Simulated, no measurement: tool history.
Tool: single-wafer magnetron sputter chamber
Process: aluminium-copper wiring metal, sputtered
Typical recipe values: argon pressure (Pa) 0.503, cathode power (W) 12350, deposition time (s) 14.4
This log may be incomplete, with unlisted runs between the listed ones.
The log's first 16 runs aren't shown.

| run | hour | argon pressure (Pa) | cathode power (W) | deposition time (s) | read-back reference wafer on the same gauge, thickness_nm | mean film thickness on the monitor wafer (angstrom) |
|---|---|---|---|---|---|---|
| 17 | 472.5 | 0.503 | 12350 | 14.4 | 263.007 | 2734.99 |
| 18 | 499.8 | 0.306 | 9400 | 15.6 | 262.956 | 2508.47 |
| 19 | 531.4 | 0.442 | 12350 | 16.1 | 262.951 | 3138.48 |
| 20 | 553.1 | 0.503 | 12350 | 12.9 | 263.139 | 2437.38 |
| 21 | 577.8 | 0.619 | 12350 | 15.7 | 262.865 | 2811.53 |
| 22 | 591.2 | 0.603 | 13850 | 12.2 | 263.114 | 2445.43 |
| 23 | 610.6 | 0.327 | 12350 | 12 | 263.166 | 2457.8 |
| 24 | 638.2 | 0.503 | 12350 | 14.4 | 262.865 | 2707.9 |
| 25 | 661.9 | 0.41 | 12350 | 14.4 | 262.974 | 2828.36 |
| 26 | 693.8 | 0.503 | 12350 | 12.9 | 262.795 | 2413.73 |
| 27 | 724.9 | 0.503 | 12350 | 14.4 | 262.926 | 2696.32 |
| 28 | 738.2 | 0.503 | 13300 | 14.4 | 263.108 | 2882.98 |
|  | 769.3 | sputter target and shields replaced |
| 29 | 769.8 | 0.548 | 12350 | 13.6 | 263.098 | 2519.74 |
| 30 | 781.4 | 0.503 | 10750 | 16.6 | 262.759 | 2757.4 |
| 31 | 793.8 | 0.652 | 9400 | 11.7 | 263.199 | 1598.97 |
| 32 | 826 | 0.313 | 11000 | 15.1 | 262.877 | 2807.17 |

Forecast each of these 3 alternatives for the next run:
| A | 826.4 | 0.503 | 12350 | 12.2 | ? | ? |
| B | 826.4 | 0.651 | 12350 | 14.4 | ? | ? |
| C | 826.4 | 0.503 | 12350 | 12.6 | ? | ? |

| run | read-back reference wafer on the same gauge, thickness_nm | mean film thickness on the monitor wafer (angstrom) |
|---|---|---|
| A | 262.897 | 2313.8 |
| B | 262.897 | 2547.58 |
| C | 262.897 | 2389.66 |
With the hidden condition removed and each run's random variation left untouched, the same runs would have given:
| run | mean film thickness on the monitor wafer (angstrom) |
|---|---|
| A | 2321.3 |
| B | 2555.84 |
| C | 2397.41 |
